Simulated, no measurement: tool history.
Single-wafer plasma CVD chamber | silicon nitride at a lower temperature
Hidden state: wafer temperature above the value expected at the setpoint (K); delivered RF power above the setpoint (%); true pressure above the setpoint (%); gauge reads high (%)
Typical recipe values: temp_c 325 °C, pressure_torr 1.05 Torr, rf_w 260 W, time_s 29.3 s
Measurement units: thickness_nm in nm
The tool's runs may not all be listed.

run	hour	temp_c	pressure_torr	rf_w	time_s	wafers since the last listed run	hours since the last thermocouple change	hours since the last RF generator calibration	hours since the last manometer calibration	hours since the showerhead was replaced	hours since the gauge calibration	read-back reference wafer on the same gauge, thickness_nm	thickness_nm
1	0.0	325	1.05	260	29.3	0	546.1	1522.9	1140.1	7116.0	484.7	30.013	28.278
2	65.4	325	1.05	260	29.3	1754	611.5	1588.3	1205.5	7181.4	550.1	29.977	28.273
3	196.9	325	1.05	260	29.3	3526	743.0	1719.8	1337.0	7312.9	681.6	29.997	28.263
4	250.3	325	0.84	260	29.3	1432	796.4	1773.2	1390.4	7366.3	735.0	29.991	27.079
5	286.3	335	1.05	260	25.8	965	832.4	1809.2	1426.4	7402.3	771.0	30.002	24.831
6	355.2	335	1.05	260	25.8	1847	901.3	1878.1	1495.3	7471.2	839.9	29.981	24.740
7	402.7	335	1.05	260	25.8	1273	948.8	1925.6	1542.8	7518.7	887.4	29.999	24.832
8	459.4	325	1.05	280	29.3	1520	1005.5	1982.3	1599.5	7575.4	944.1	30.017	29.120
9	494.3	325	1.05	295	29.3	936	1040.4	2017.2	1634.4	7610.3	979.0	30.002	29.967
10	522.1	325	1.05	295	29.3	745	1068.2	2045.0	1662.2	7638.1	1006.8	30.015	30.230
# hour 532.7: showerhead replaced
# hour 537.1: RF generator calibrated
11	610.8	325	1.05	275	29.3	2045	1156.9	73.7	1750.9	78.1	1095.5	30.001	30.231
12	651.8	325	1.05	275	29.3	1099	1197.9	114.7	1791.9	119.1	1136.5	29.986	30.029
13	699.7	325	1.05	260	29.3	1284	1245.8	162.6	1839.8	167.0	1184.4	30.027	29.362
# hour 708.5: gauge calibrated
14	726.3	325	1.05	260	29.3	713	1272.4	189.2	1866.4	193.6	17.8	30.018	29.128
15	793.8	325	1.25	275	29.3	1810	1339.9	256.7	1933.9	261.1	85.3	30.015	31.309
16	827.8	325	1.26	210	29.3	911	1373.9	290.7	1967.9	295.1	119.3	30.021	26.667
17	856.4	333	0.96	260	26.4	767	1402.5	319.3	1996.5	323.7	147.9	29.985	25.792
# hour 870.5: thermocouple changed; heater temperature recalibrated
# hour 876.3: capacitance manometer re-zeroed and calibrated
18	885.1	325	1.05	260	26.5	399	14.6	348.0	8.8	352.4	176.6	29.985	26.509
19	961.5	339	1.13	280	34.0	2049	91.0	424.4	85.2	428.8	253.0	30.002	35.467
20	993.8	310	1.05	290	29.3	866	123.3	456.7	117.5	461.1	285.3	30.023	31.288
21	1051.3	337	1.17	300	27.4	1542	180.8	514.2	175.0	518.6	342.8	29.993	29.986
22	1101.2	325	1.05	260	29.3	1338	230.7	564.1	224.9	568.5	392.7	30.021	28.793
23	1139.8	336	1.30	260	32.8	1035	269.3	602.7	263.5	607.1	431.3	29.971	33.650
24	1185.7	330	1.05	295	25.8	1231	315.2	648.6	309.4	653.0	477.2	29.998	27.305
25	1240.6	317	1.05	215	26.5	1472	370.1	703.5	364.3	707.9	532.1	30.024	23.521

What was the tool's hidden state at every run in the log?
wafer temperature above the value expected at the setpoint (K): 0 across all the runs
true pressure above the setpoint (%): 0 across all the runs
gauge reads high (%): 0 across all the runs
H1: delivered RF power above the setpoint (%)
run	H1
1	-7.35
2	-7.63
3	-8.21
4	-8.44
5	-8.6
6	-8.9
7	-9.11
8	-9.36
9	-9.51
10	-9.63
11	-2.15
12	-2.33
13	-2.54
14	-2.65
15	-2.95
16	-3.1
17	-3.22
18	-3.35
19	-3.68
20	-3.83
21	-4.08
22	-4.3
23	-4.46
24	-4.67
25	-4.91

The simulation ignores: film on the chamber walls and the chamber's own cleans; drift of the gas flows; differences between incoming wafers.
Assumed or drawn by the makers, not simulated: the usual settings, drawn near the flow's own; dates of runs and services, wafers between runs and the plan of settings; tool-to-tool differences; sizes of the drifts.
